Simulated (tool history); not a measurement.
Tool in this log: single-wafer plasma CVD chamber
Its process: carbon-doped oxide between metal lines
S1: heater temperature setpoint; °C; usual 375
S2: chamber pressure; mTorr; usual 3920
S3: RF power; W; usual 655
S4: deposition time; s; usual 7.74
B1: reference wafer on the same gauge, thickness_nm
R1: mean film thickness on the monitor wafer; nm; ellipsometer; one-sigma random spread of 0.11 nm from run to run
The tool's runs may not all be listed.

run,hour,S1,S2,S3,S4,B1,R1
1,0,375,3920,655,7.74,36.702,40.379
2,38.2,375,3920,655,7.74,36.685,40.409
# hour 82.2: RF generator calibrated
3,115.8,375,3920,655,7.74,36.689,41.174
4,216.9,375,3920,655,7.74,36.651,41.023
5,266.6,375,3920,655,7.74,36.702,40.913
6,367.4,375,3920,655,7.74,36.685,40.823
7,470.9,375,3920,555,7.74,36.681,35.536
8,526.3,375,3920,555,7.74,36.706,35.574
9,621.7,375,3920,655,7.21,36.72,37.737
10,687.6,375,3920,655,7.74,36.688,40.518
# hour 771.1: showerhead replaced
11,790.3,375,3920,655,7.74,36.695,40.41
12,840.7,375,3920,655,7.74,36.705,40.488
13,919.8,375,3920,655,7.74,36.718,40.659
14,1020.7,375,3920,655,7.74,36.685,40.752
# hour 1114.8: capacitance manometer re-zeroed and calibrated
15,1115.3,367,3920,655,7.1,36.68,38.135
16,1185.8,368,3920,655,7.74,36.736,41.413
17,1267.3,375,3920,555,7.74,36.708,35.372
# hour 1282.6: RF generator calibrated
# hour 1302: gauge calibrated
18,1374.1,380,3400,775,6.56,36.699,38.038
19,1463.1,375,3920,655,6.77,36.707,35.813
# hour 1542.3: thermocouple changed; heater temperature recalibrated
20,1542.8,366,3430,615,6.5,36.723,32.22
21,1647.2,375,3440,765,8.83,36.718,50.301
22,1727.4,366,3920,655,6.21,36.73,33.241
23,1808.6,375,3920,655,7.74,36.704,40.157
24,1853.1,387,3010,730,8.48,36.735,44.601
25,1894.5,387,3150,755,6.6,36.694,35.772
26,2130.7,375,3920,655,7.74,36.745,40.287
27,2174.2,369,4800,785,7.74,36.7,49.09
28,2214.4,375,4420,705,7.74,36.7,43.846

Branching from run 28: 3 alternative next runs. What would each branch give?
A,2214.8,375,3920,655,8.27,?,?
B,2214.8,375,3470,615,8.52,?,?
C,2214.8,375,3090,655,9.2,?,?

run,B1,R1
A,36.699,43.046
B,36.699,41.16
C,36.699,46.014
Without the tool's hidden state the same runs would have given:
run,R1
A,43.375
B,41.479
C,46.365
